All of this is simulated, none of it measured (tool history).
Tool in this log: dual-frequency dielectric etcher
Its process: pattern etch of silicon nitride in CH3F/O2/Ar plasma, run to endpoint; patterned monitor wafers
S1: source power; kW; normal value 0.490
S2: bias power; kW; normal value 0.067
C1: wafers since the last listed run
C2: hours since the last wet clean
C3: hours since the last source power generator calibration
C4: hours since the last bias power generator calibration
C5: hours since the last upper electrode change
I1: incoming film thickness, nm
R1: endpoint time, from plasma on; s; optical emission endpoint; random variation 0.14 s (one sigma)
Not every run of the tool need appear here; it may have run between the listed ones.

Run 1, day 0.000: usual settings; C1 0; C2 251.3; C3 1211.6; C4 1880.2; C5 1149.7; I1 30.09. Result: R1 36.4 s.
Run 2, day 7.246: usual settings but S1 0.530 kW, S2 0.059 kW; C1 1461; C2 425.2; C3 1385.5; C4 2054.1; C5 1323.6; I1 30.50. Result: R1 36.6 s.
Run 3, day 9.408: usual settings but S1 0.530 kW, S2 0.059 kW; C1 436; C2 477.1; C3 1437.4; C4 2106.0; C5 1375.5; I1 30.33. Result: R1 36.4 s.
Run 4, day 12.388: usual settings but S1 0.530 kW, S2 0.059 kW; C1 601; C2 548.6; C3 1508.9; C4 2177.5; C5 1447.0; I1 30.26. Result: R1 36.2 s.
At day 15.654: wet clean of the chamber.
Run 5, day 16.446: usual settings; C1 617; C2 19.0; C3 1606.3; C4 2274.9; C5 1544.4; I1 30.13. Result: R1 36.3 s.
Run 6, day 19.646: usual settings; C1 645; C2 95.8; C3 1683.1; C4 2351.7; C5 1621.2; I1 30.13. Result: R1 36.5 s.
Run 7, day 22.208: usual settings; C1 517; C2 157.3; C3 1744.6; C4 2413.2; C5 1682.7; I1 30.01. Result: R1 36.2 s.
Run 8, day 24.512: usual settings but S1 0.420 kW; C1 464; C2 212.6; C3 1799.9; C4 2468.5; C5 1738.0; I1 29.91. Result: R1 39.0 s.
Run 9, day 26.058: usual settings; C1 311; C2 249.7; C3 1837.0; C4 2505.6; C5 1775.1; I1 30.37. Result: R1 36.7 s.
Run 10, day 27.933: usual settings; C1 378; C2 294.7; C3 1882.0; C4 2550.6; C5 1820.1; I1 30.29. Result: R1 36.7 s.
Run 11, day 29.758: usual settings; C1 368; C2 338.5; C3 1925.8; C4 2594.4; C5 1863.9; I1 30.37. Result: R1 36.6 s.
Run 12, day 32.771: usual settings; C1 607; C2 410.8; C3 1998.1; C4 2666.7; C5 1936.2; I1 30.12. Result: R1 36.4 s.
Run 13, day 34.862: usual settings; C1 422; C2 461.0; C3 2048.3; C4 2716.9; C5 1986.4; I1 30.33. Result: R1 36.8 s.
At day 36.650: source power generator calibrated.
At day 37.488: wet clean of the chamber.
Run 14, day 37.554: usual settings; C1 340; C2 1.6; C3 21.7; C4 2781.5; C5 2051.0; I1 30.29. Result: R1 36.5 s.
Run 15, day 40.779: usual settings but S2 0.074 kW; C1 650; C2 79.0; C3 99.1; C4 2858.9; C5 2128.4; I1 30.12. Result: R1 35.6 s.
Run 16, day 42.938: usual settings but S1 0.390 kW, S2 0.059 kW; C1 435; C2 130.8; C3 150.9; C4 2910.7; C5 2180.2; I1 29.90. Result: R1 41.7 s.
Run 17, day 46.775: usual settings but S1 0.580 kW, S2 0.061 kW; C1 774; C2 222.9; C3 243.0; C4 3002.8; C5 2272.3; I1 30.33. Result: R1 34.8 s.
Run 18, day 48.742: usual settings but S2 0.051 kW; C1 396; C2 270.1; C3 290.2; C4 3050.0; C5 2319.5; I1 30.23. Result: R1 38.8 s.
Run 19, day 52.521: usual settings but S1 0.450 kW, S2 0.058 kW; C1 762; C2 360.8; C3 380.9; C4 3140.7; C5 2410.2; I1 30.15. Result: R1 39.3 s.
At day 60.529: wet clean of the chamber.
Run 20, day 61.179: usual settings but S1 0.370 kW, S2 0.074 kW; C1 1545; C2 15.6; C3 588.7; C4 3348.5; C5 2618.0; I1 30.18. Result: R1 40.8 s.
At day 61.871: bias power generator calibrated.
Run 21, day 65.500: usual settings; C1 838; C2 119.3; C3 692.4; C4 87.1; C5 2721.7; I1 30.16. Result: R1 36.5 s.
Run 22, day 67.271: usual settings; C1 357; C2 161.8; C3 734.9; C4 129.6; C5 2764.2; I1 30.28. Result: R1 36.3 s.
At day 68.742: upper electrode replaced.
Run 23, day 71.638: usual settings; C1 679; C2 266.6; C3 839.7; C4 234.4; C5 69.5; I1 30.07. Result: R1 36.5 s.
Run 24, day 73.767: usual settings but S1 0.400 kW, S2 0.072 kW; C1 429; C2 317.7; C3 890.8; C4 285.5; C5 120.6; I1 30.31. Result: R1 39.4 s.
Run 25, day 76.833: usual settings but S1 0.380 kW; C1 618; C2 391.3; C3 964.4; C4 359.1; C5 194.2; I1 30.24. Result: R1 41.4 s.
At day 81.571: wet clean of the chamber.
Run 26, day 81.592: usual settings but S1 0.600 kW, S2 0.078 kW; C1 758; C2 0.5; C3 1078.6; C4 473.3; C5 308.4; I1 30.43. Result: R1 32.3 s.
Run 27, day 82.817: usual settings but S1 0.440 kW; C1 247; C2 29.9; C3 1108.0; C4 502.7; C5 337.8; I1 30.36. Result: R1 38.6 s.
Run 28, day 84.992: usual settings; C1 438; C2 82.1; C3 1160.2; C4 554.9; C5 390.0; I1 30.14. Result: R1 36.4 s.
Run 29, day 87.042: usual settings but S1 0.370 kW, S2 0.083 kW; C1 413; C2 131.3; C3 1209.4; C4 604.1; C5 439.2; I1 30.35. Result: R1 39.8 s.
Run 30, day 91.279: usual settings; C1 854; C2 233.0; C3 1311.1; C4 705.8; C5 540.9; I1 30.11. Result: R1 36.2 s.
Run 31, day 95.312: usual settings but S1 0.380 kW, S2 0.072 kW; C1 813; C2 329.8; C3 1407.9; C4 802.6; C5 637.7; I1 30.27. Result: R1 40.8 s.
Run 32, day 97.417: usual settings but S1 0.400 kW, S2 0.055 kW; C1 424; C2 380.3; C3 1458.4; C4 853.1; C5 688.2; I1 30.27. Result: R1 41.9 s.
Run 33, day 101.208: usual settings but S2 0.059 kW; C1 765; C2 471.3; C3 1549.4; C4 944.1; C5 779.2; I1 29.99. Result: R1 37.4 s.
At day 104.117: wet clean of the chamber.
Run 34, day 104.138: usual settings but S1 0.440 kW, S2 0.079 kW; C1 389; C2 0.5; C3 1619.7; C4 1014.4; C5 849.5; I1 30.17. Result: R1 36.9 s.
Run 35, day 105.192: usual settings but S1 0.590 kW, S2 0.074 kW; C1 212; C2 25.8; C3 1645.0; C4 1039.7; C5 874.8; I1 30.17. Result: R1 32.6 s.
Run 36, day 107.450: usual settings but S1 0.570 kW, S2 0.054 kW; C1 455; C2 80.0; C3 1699.2; C4 1093.9; C5 929.0; I1 30.51. Result: R1 36.2 s.

How the hidden state differs across the entries between the runs, from the last listed run before each to the first after it:
Between runs 4 and 5: wet clean of the chamber (day 15.654)
  no hidden state differs between the two runs
Between runs 13 and 14: source power generator calibrated (day 36.650); wet clean of the chamber (day 37.488)
  no hidden state differs between the two runs
Between runs 19 and 20: wet clean of the chamber (day 60.529)
  no hidden state differs between the two runs
Between runs 20 and 21: bias power generator calibrated (day 61.871)
  no hidden state differs between the two runs
Between runs 22 and 23: upper electrode replaced (day 68.742)
  no hidden state differs between the two runs
Between runs 25 and 26: wet clean of the chamber (day 81.571)
  no hidden state differs between the two runs
Between runs 33 and 34: wet clean of the chamber (day 104.117)
  no hidden state differs between the two runs
